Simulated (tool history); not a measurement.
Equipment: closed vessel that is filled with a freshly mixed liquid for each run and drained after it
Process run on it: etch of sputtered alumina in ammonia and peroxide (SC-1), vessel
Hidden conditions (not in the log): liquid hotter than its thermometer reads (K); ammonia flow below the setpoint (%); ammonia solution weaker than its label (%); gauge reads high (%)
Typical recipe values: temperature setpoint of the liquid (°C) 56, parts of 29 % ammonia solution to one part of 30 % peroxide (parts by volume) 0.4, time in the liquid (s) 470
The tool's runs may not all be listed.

run    hour  temperature setpoint of the liquid (°C)  parts of 29 % ammonia solution to one part of 30 % peroxide (parts by volume)  time in the liquid (s)  wafers since the last listed run  hours since the thermometer was replaced  hours since the ammonia flow meter was replaced  hours since the drum of ammonia solution was connected  hours since the gauge calibration  read-back film thickness of the sputtered alumina reference wafer, read on the same gauge (nm)  thickness taken off the sputtered alumina on a monitor wafer (nm)
  1       0                                       56                                                                            0.4                     470                                 0                                     979.1                                             17.3                                                   254.2                                351                                                                                           40.01                                                              32.66
  2    44.6                                     50.5                                                                           0.55                     470                              4273                                    1023.7                                             61.9                                                   298.8                              395.6                                                                                           40.01                                                              25.47
       85.8  -- new drum of ammonia solution connected
  3   109.8                                       56                                                                            0.4                     470                              6151                                    1088.9                                            127.1                                                      24                              460.8                                                                                           40.01                                                              33.46
  4   174.3                                       56                                                                            0.4                     340                              6180                                    1153.4                                            191.6                                                    88.5                              525.3                                                                                           40.02                                                              24.54
  5     231                                       56                                                                            0.4                     470                              5433                                    1210.1                                            248.3                                                   145.2                                582                                                                                              40                                                               33.7
  6   291.3                                       56                                                                            0.4                     470                              5778                                    1270.4                                            308.6                                                   205.5                              642.3                                                                                           39.99                                                              33.78
  7   363.1                                       56                                                                            0.4                     470                              6880                                    1342.2                                            380.4                                                   277.3                              714.1                                                                                           40.01                                                               33.6
      418.9  -- thermometer replaced
  8   427.7                                       56                                                                            0.4                     470                              6094                                       8.8                                              445                                                   341.9                              778.7                                                                                              40                                                              29.75
      438.6  -- new drum of ammonia solution connected
  9   462.8                                       56                                                                            0.4                     470                              3267                                      43.9                                            480.1                                                    24.2                              813.8                                                                                           40.01                                                              30.51
 10   503.9                                     58.5                                                                            0.5                     470                              3938                                        85                                            521.2                                                    65.3                              854.9                                                                                              40                                                              35.12
      571.7  -- gauge calibrated
 11   603.2                                     58.5                                                                            0.5                     470                              9515                                     184.3                                            620.5                                                   164.6                               31.5                                                                                           40.01                                                              35.48
      610.5  -- ammonia flow meter replaced
 12   649.1                                       56                                                                            0.4                     470                              4302                                     230.2                                             38.6                                                   210.5                               77.4                                                                                           39.99                                                              30.79
 13   714.3                                     59.5                                                                           0.25                     610                              6247                                     295.4                                            103.8                                                   275.7                              142.6                                                                                           40.01                                                               45.6
      768.3  -- new drum of ammonia solution connected
 14   817.7                                       52                                                                           0.55                     470                              9812                                     398.8                                            207.2                                                    49.4                                246                                                                                           40.01                                                              25.28
 15   858.6                                       65                                                                            0.4                     470                              3919                                     439.7                                            248.1                                                    90.3                              286.9                                                                                           39.99                                                              49.26
 16   907.8                                       60                                                                           0.25                     720                              4714                                     488.9                                            297.3                                                   139.5                              336.1                                                                                           39.99                                                              56.04
 17   966.3                                     64.5                                                                            0.3                     470                              5605                                     547.4                                            355.8                                                     198                              394.6                                                                                           40.01                                                              46.99
 18  1011.6                                       56                                                                            0.3                     470                              4340                                     592.7                                            401.1                                                   243.3                              439.9                                                                                              40                                                              30.55
 19  1065.3                                       56                                                                            0.6                     305                              5145                                     646.4                                            454.8                                                     297                              493.6                                                                                           40.01                                                              21.52
     1070.5  -- new drum of ammonia solution connected
 20  1104.2                                     65.5                                                                            0.4                     470                              3631                                     685.3                                            493.7                                                    33.7                              532.5                                                                                           39.98                                                              50.72
 21  1170.7                                     47.5                                                                           0.25                     250                              6372                                     751.8                                            560.2                                                   100.2                                599                                                                                           39.99                                                              10.38
 22  1205.7                                       53                                                                           0.45                     585                              3353                                     786.8                                            595.2                                                   135.2                                634                                                                                              40                                                              34.58
 23  1254.7                                       65                                                                            0.4                     470                              4695                                     835.8                                            644.2                                                   184.2                                683                                                                                              40                                                              50.73

Run-by-run hidden state of the tool:
ammonia flow below the setpoint (%): 0, the same for each run
ammonia solution weaker than its label (%): 0, the same for each run
gauge reads high (%): 0, the same for each run
H1: liquid hotter than its thermometer reads (K)
run      H1
  1    1.82
  2     1.9
  3    2.01
  4    2.11
  5    2.21
  6    2.31
  7    2.43
  8  0.0388
  9  0.0976
 10   0.166
 11   0.333
 12   0.409
 13   0.519
 14   0.692
 15    0.76
 16   0.843
 17   0.941
 18    1.02
 19    1.11
 20    1.17
 21    1.28
 22    1.34
 23    1.42
